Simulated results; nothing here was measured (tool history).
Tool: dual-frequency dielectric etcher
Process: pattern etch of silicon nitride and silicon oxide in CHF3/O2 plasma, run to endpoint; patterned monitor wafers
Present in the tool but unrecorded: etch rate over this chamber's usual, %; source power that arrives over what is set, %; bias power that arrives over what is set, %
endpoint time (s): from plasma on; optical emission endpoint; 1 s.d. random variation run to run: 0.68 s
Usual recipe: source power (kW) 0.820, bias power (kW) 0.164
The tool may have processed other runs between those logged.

run	hour	source power (kW)	bias power (kW)	wafers since the last listed run	hours since the last wet clean	hours since the last source power generator calibration	hours since the last bias power generator calibration	hours since the last upper electrode change	incoming incoming film thickness, nm	endpoint time (s)
1	0.0	0.680	0.164	0	234.6	1858.0	2726.3	5105.4	180.0	100.4
2	12.1	0.680	0.164	64	246.7	1870.1	2738.4	5117.5	181.0	101.7
3	30.2	0.680	0.164	97	264.8	1888.2	2756.5	5135.6	180.3	100.5
4	44.4	0.820	0.164	76	279.0	1902.4	2770.7	5149.8	180.1	92.2
5	79.8	0.820	0.164	189	314.4	1937.8	2806.1	5185.2	180.2	93.5
6	124.8	0.820	0.164	241	359.4	1982.8	2851.1	5230.2	178.7	92.4
# hour 148.8: source power generator calibrated
# hour 159.9: upper electrode replaced, of another model than before
7	160.4	0.820	0.164	109	395.0	11.6	2886.7	0.5	179.4	92.3
8	178.8	0.950	0.164	98	413.4	30.0	2905.1	18.9	177.2	87.8
9	193.2	0.950	0.164	77	427.8	44.4	2919.5	33.3	180.8	88.9
10	214.3	0.980	0.190	113	448.9	65.5	2940.6	54.4	178.1	83.8
11	246.2	0.930	0.134	170	480.8	97.4	2972.5	86.3	180.0	96.8
12	272.9	0.700	0.141	143	507.5	124.1	2999.2	113.0	178.0	103.0
# hour 299.9: wet clean of the chamber
13	302.1	1.020	0.152	27	2.2	153.3	3028.4	142.2	180.1	84.6
14	326.8	0.820	0.147	132	26.9	178.0	3053.1	166.9	178.5	92.9
# hour 345.3: bias power generator calibrated
15	348.0	0.930	0.139	92	48.1	199.2	2.7	188.1	180.9	91.9
16	383.5	0.620	0.191	190	83.6	234.7	38.2	223.6	179.0	92.0
17	412.5	0.820	0.164	155	112.6	263.7	67.2	252.6	180.7	91.4
18	445.5	0.820	0.164	176	145.6	296.7	100.2	285.6	179.4	89.8

Had the tool no unlogged condition, and each run kept its random variation, what would the results have been?
run	endpoint time (s)
1	98.1
2	99.2
3	97.8
4	89.7
5	90.5
6	89.1
7	88.6
8	84.1
9	85.1
10	80.0
11	92.0
12	97.7
13	84.4
14	92.6
15	91.4
16	91.1
17	90.3
18	88.3
